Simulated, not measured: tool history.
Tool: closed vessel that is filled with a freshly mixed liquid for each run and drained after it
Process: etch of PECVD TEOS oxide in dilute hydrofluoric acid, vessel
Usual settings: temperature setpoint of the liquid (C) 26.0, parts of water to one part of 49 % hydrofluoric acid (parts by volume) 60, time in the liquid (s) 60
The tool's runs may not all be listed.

| run | hour | temperature setpoint of the liquid (C) | parts of water to one part of 49 % hydrofluoric acid (parts by volume) | time in the liquid (s) | read-back film thickness of the PECVD TEOS oxide reference wafer, read on the same gauge (nm) | thickness taken off the PECVD TEOS oxide on a monitor wafer (angstrom) |
|---|---|---|---|---|---|---|
| 1 | 0.0 | 26.0 | 60 | 60 | 40.02 | 124.5 |
| 2 | 104.6 | 26.0 | 60 | 60 | 40.02 | 124.2 |
| 3 | 174.4 | 23.5 | 60 | 60 | 39.98 | 112.4 |
| 4 | 227.2 | 23.5 | 60 | 60 | 40.01 | 113.2 |
| 5 | 288.4 | 26.0 | 75 | 60 | 39.94 | 97.0 |
| 6 | 336.3 | 27.0 | 55 | 60 | 40.01 | 142.1 |
| 7 | 424.6 | 26.0 | 70 | 75 | 39.97 | 130.2 |
| 8 | 486.7 | 26.0 | 60 | 60 | 39.96 | 123.4 |
| 9 | 529.7 | 26.0 | 60 | 60 | 40.00 | 123.9 |
| 10 | 598.0 | 22.5 | 35 | 30 | 40.03 | 94.3 |
| 11 | 693.7 | 29.5 | 75 | 60 | 40.01 | 111.4 |
| 12 | 770.3 | 29.0 | 80 | 45 | 39.97 | 74.7 |
| 13 | 853.5 | 21.5 | 80 | 60 | 39.99 | 72.4 |
| 14 | 951.9 | 29.5 | 60 | 60 | 39.98 | 138.7 |
| 15 | 1040.1 | 26.0 | 60 | 30 | 39.95 | 59.6 |
| 16 | 1084.1 | 26.0 | 50 | 60 | 39.96 | 144.7 |
| 17 | 1368.2 | 26.0 | 85 | 60 | 39.99 | 81.0 |
| 18 | 1436.4 | 26.0 | 45 | 95 | 40.00 | 256.2 |
| 19 | 1501.8 | 26.0 | 30 | 60 | 40.00 | 269.5 |
| 20 | 1599.5 | 26.0 | 35 | 60 | 39.99 | 230.3 |
| 21 | 1689.2 | 30.0 | 60 | 60 | 40.03 | 150.4 |
| 22 | 1732.5 | 22.0 | 60 | 60 | 39.99 | 108.6 |
| 23 | 1802.6 | 21.5 | 30 | 35 | 40.02 | 130.4 |
| 24 | 1849.3 | 26.0 | 60 | 60 | 40.04 | 129.0 |
| 25 | 1928.1 | 29.0 | 60 | 60 | 39.98 | 143.1 |
| 26 | 1966.8 | 24.5 | 70 | 30 | 40.00 | 51.3 |
| 27 | 2025.4 | 26.0 | 40 | 60 | 40.03 | 196.6 |
| 28 | 2097.3 | 26.0 | 60 | 60 | 40.03 | 128.5 |
| 29 | 2193.8 | 26.0 | 80 | 60 | 40.02 | 93.6 |
| 30 | 2240.9 | 31.0 | 90 | 60 | 40.02 | 99.7 |
| 31 | 2348.1 | 26.0 | 60 | 60 | 40.00 | 128.3 |
| 32 | 2419.4 | 24.0 | 50 | 75 | 40.01 | 176.8 |

Taken out of this log: 7 entries between the listed runs. Where each belongs, and how the hidden state differs across it:
Between runs 1 and 2: hydrofluoric acid flow meter replaced (hour 76.3)
  liquid colder than its thermometer reads (K): 1.01 -> 1.05
  measured less the result without the state, thickness taken off the PECVD TEOS oxide on a monitor wafer (angstrom): -5.1 -> -5.4
Between runs 11 and 12: thermometer replaced (hour 736.8)
  liquid colder than its thermometer reads (K): 1.28 -> 1.9
  measured less the result without the state, thickness taken off the PECVD TEOS oxide on a monitor wafer (angstrom): -5.7 -> -5.7
Between runs 13 and 14: hydrofluoric acid flow meter replaced (hour 856.2)
  liquid colder than its thermometer reads (K): 1.94 -> 1.98
  measured less the result without the state, thickness taken off the PECVD TEOS oxide on a monitor wafer (angstrom): -6.1 -> -11.3
Between runs 16 and 17: gauge calibrated (hour 1130.5)
  liquid colder than its thermometer reads (K): 2.03 -> 2.14
  measured less the result without the state, thickness taken off the PECVD TEOS oxide on a monitor wafer (angstrom): -12.5 -> -7.2
Between runs 18 and 19: thermometer replaced, repeated, since the last time left the tool worse (hour 1501.3)
  liquid colder than its thermometer reads (K): 2.16 -> 0.0427
  measured less the result without the state, thickness taken off the PECVD TEOS oxide on a monitor wafer (angstrom): -23.8 -> -0.5
Between runs 20 and 21: hydrofluoric acid flow meter replaced (hour 1642.0)
  liquid colder than its thermometer reads (K): 0.0809 -> 0.116
  measured less the result without the state, thickness taken off the PECVD TEOS oxide on a monitor wafer (angstrom): -0.8 -> -0.7
Between runs 31 and 32: hydrofluoric acid flow meter replaced (hour 2409.5)
  liquid colder than its thermometer reads (K): 0.374 -> 0.402
  measured less the result without the state, thickness taken off the PECVD TEOS oxide on a monitor wafer (angstrom): -2.0 -> -3.0

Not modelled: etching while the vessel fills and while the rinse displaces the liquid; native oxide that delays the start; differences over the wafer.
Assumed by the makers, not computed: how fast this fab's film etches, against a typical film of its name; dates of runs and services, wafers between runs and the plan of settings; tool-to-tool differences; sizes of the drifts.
